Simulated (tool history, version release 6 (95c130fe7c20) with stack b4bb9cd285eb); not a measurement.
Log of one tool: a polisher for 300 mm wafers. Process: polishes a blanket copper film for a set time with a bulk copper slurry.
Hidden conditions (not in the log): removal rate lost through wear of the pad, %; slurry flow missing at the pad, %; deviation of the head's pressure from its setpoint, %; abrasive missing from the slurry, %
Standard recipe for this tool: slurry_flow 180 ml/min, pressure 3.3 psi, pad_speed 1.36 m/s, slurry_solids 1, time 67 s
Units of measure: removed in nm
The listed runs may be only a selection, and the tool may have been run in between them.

| run | day | slurry_flow | pressure | pad_speed | slurry_solids | time | wafers since the last listed run | wafers polished on this pad | hours since the slurry nozzle was cleaned | hours since the head pressure was calibrated | hours since the slurry blender was calibrated | incoming thickness of the incoming film, nm | removed |
|---|---|---|---|---|---|---|---|---|---|---|---|---|---|
| 1 | 0 | 180 | 3.3 | 1.36 | 1.05 | 67 | 0 | 942 | 342.8 | 84.1 | 7.3 | 2757.1 | 1075.9 |
|  | 0.921 | worn pad replaced by a new one |
| 2 | 1.208 | 180 | 3.3 | 1.36 | 1 | 83 | 269 | 73 | 371.8 | 113.1 | 36.3 | 2789.9 | 1267.2 |
| 3 | 3.475 | 180 | 3.3 | 1.36 | 1 | 83 | 585 | 659 | 426.2 | 167.5 | 90.7 | 2800.9 | 1221.1 |
| 4 | 4.867 | 180 | 3.3 | 1.36 | 1 | 67 | 359 | 1019 | 459.6 | 200.9 | 124.1 | 2749.4 | 981.9 |
|  | 5.975 | slurry blender recalibrated |
| 5 | 6.183 | 180 | 3.3 | 1.36 | 1 | 67 | 318 | 1338 | 491.2 | 232.5 | 5 | 2750.7 | 1057.8 |
|  | 6.371 | worn pad replaced by a new one |
| 6 | 7.954 | 180 | 3.3 | 1.36 | 1 | 67 | 414 | 409 | 533.7 | 275 | 47.5 | 2721.6 | 1005.1 |
| 7 | 10.642 | 180 | 3.3 | 1.36 | 1 | 67 | 694 | 1104 | 598.2 | 339.5 | 112 | 2793.8 | 987.1 |
|  | 10.792 | slurry blender recalibrated |
| 8 | 11.758 | 180 | 3.3 | 1.36 | 1 | 67 | 267 | 1371 | 625 | 366.3 | 23.2 | 2755.4 | 1035.2 |
|  | 12.354 | worn pad replaced by a new one |
| 9 | 14.042 | 180 | 3.3 | 1.36 | 1 | 67 | 547 | 435 | 679.8 | 421.1 | 78 | 2771.3 | 994.9 |
|  | 14.7 | slurry nozzle cleaned |
|  | 15.325 | head pressure recalibrated |
|  | 16.667 | slurry blender recalibrated |
| 10 | 16.9 | 230 | 3.3 | 1.02 | 1.1 | 56 | 685 | 1120 | 52.8 | 37.8 | 5.6 | 2715 | 746.1 |
|  | 17.242 | worn pad replaced by a new one |
| 11 | 17.925 | 125 | 4.2 | 1.74 | 1 | 54 | 221 | 177 | 77.4 | 62.4 | 30.2 | 2731.5 | 1207.4 |
| 12 | 20.188 | 180 | 3.3 | 1.36 | 1 | 75 | 584 | 761 | 131.7 | 116.7 | 84.5 | 2770.5 | 1098.5 |
|  | 22.142 | worn pad replaced by a new one |
|  | 22.208 | slurry blender recalibrated |
| 13 | 23.05 | 180 | 3.3 | 1.48 | 1 | 49 | 679 | 217 | 200.4 | 185.4 | 20.2 | 2765.6 | 791.7 |
| 14 | 24.842 | 180 | 3.3 | 0.88 | 1 | 67 | 463 | 681 | 243.4 | 228.4 | 63.2 | 2772.1 | 686.7 |
|  | 27.358 | slurry blender recalibrated |
|  | 27.7 | worn pad replaced by a new one |
| 15 | 27.721 | 180 | 3.3 | 1.36 | 1 | 74 | 679 | 5 | 312.5 | 297.5 | 8.7 | 2765.4 | 1169 |

Selected run-to-run steps in removed, each split into two signed amounts: the part the tool would show with no hidden state at all (from settings, incoming material and random variation), and the remainder, which goes to the hidden state together with any gauge scatter not common to the measured and the hidden-state-free results:
Run 4 -> 5: slurry blender recalibrated. removed +75.9 nm: hidden state +87.1, all else -11.2.
Run 14 -> 15: pad_speed 0.88 -> 1.36, time 67 -> 74, slurry blender recalibrated, worn pad replaced by a new one. removed +482.3 nm: hidden state +48.9, all else +433.4.

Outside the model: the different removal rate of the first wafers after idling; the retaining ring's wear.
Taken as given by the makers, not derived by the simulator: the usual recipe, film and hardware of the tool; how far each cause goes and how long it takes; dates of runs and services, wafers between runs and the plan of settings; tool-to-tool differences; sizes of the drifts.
